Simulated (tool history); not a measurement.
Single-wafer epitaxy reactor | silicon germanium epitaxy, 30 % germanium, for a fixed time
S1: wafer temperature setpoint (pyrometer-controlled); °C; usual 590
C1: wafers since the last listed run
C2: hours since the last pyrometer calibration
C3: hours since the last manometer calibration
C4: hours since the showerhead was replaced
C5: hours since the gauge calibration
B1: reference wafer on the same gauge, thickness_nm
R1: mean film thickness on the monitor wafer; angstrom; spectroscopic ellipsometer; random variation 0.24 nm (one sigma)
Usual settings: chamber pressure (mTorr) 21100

{"run": 1, "day": 0.0, "S1": 590, "chamber pressure (mTorr)": 21100, "C1": 0, "C2": 1546.3, "C3": 1337.8, "C4": 5992.6, "C5": 43.5, "B1": 50.058, "R1": 537.5}
{"run": 2, "day": 0.6, "S1": 590, "chamber pressure (mTorr)": 21100, "C1": 191, "C2": 1560.7, "C3": 1352.2, "C4": 6007, "C5": 57.9, "B1": 49.997, "R1": 536.36}
{"run": 3, "day": 1.304, "S1": 590, "chamber pressure (mTorr)": 21100, "C1": 224, "C2": 1577.6, "C3": 1369.1, "C4": 6023.9, "C5": 74.8, "B1": 50.058, "R1": 536.81}
{"run": 4, "day": 1.779, "S1": 590, "chamber pressure (mTorr)": 21100, "C1": 151, "C2": 1589, "C3": 1380.5, "C4": 6035.3, "C5": 86.2, "B1": 50.146, "R1": 543.48}
{"day": 3.929, "done": "pyrometer calibrated"}
{"run": 5, "day": 4.0, "S1": 590, "chamber pressure (mTorr)": 21100, "C1": 601, "C2": 1.7, "C3": 1433.8, "C4": 6088.6, "C5": 139.5, "B1": 50.073, "R1": 538.06}
{"day": 4.55, "done": "capacitance manometer re-zeroed and calibrated"}
{"run": 6, "day": 4.571, "S1": 590, "chamber pressure (mTorr)": 21100, "C1": 75, "C2": 15.4, "C3": 0.5, "C4": 6102.3, "C5": 153.2, "B1": 50.061, "R1": 537.53}
{"run": 7, "day": 5.046, "S1": 590, "chamber pressure (mTorr)": 24200, "C1": 151, "C2": 26.8, "C3": 11.9, "C4": 6113.7, "C5": 164.6, "B1": 50.05, "R1": 569.97}
{"day": 5.358, "done": "gauge calibrated"}
{"run": 8, "day": 5.512, "S1": 590, "chamber pressure (mTorr)": 24200, "C1": 148, "C2": 38, "C3": 23.1, "C4": 6124.9, "C5": 3.7, "B1": 50.03, "R1": 572.09}
{"run": 9, "day": 6.067, "S1": 590, "chamber pressure (mTorr)": 21100, "C1": 176, "C2": 51.3, "C3": 36.4, "C4": 6138.2, "C5": 17, "B1": 50.046, "R1": 538.63}
{"run": 10, "day": 6.742, "S1": 590, "chamber pressure (mTorr)": 21100, "C1": 215, "C2": 67.5, "C3": 52.6, "C4": 6154.4, "C5": 33.2, "B1": 50.179, "R1": 537.52}

Forecast run 11:
{"run": 11, "day": 7.004, "S1": 578, "chamber pressure (mTorr)": 21100, "C1": 83, "C2": 73.8, "C3": 58.9, "C4": 6160.7, "C5": 39.5, "B1": "?", "R1": "?"}

B1: 49.964
R1: 435.46 angstrom
Without the tool's hidden state the same run would have given R1 435.46 angstrom.
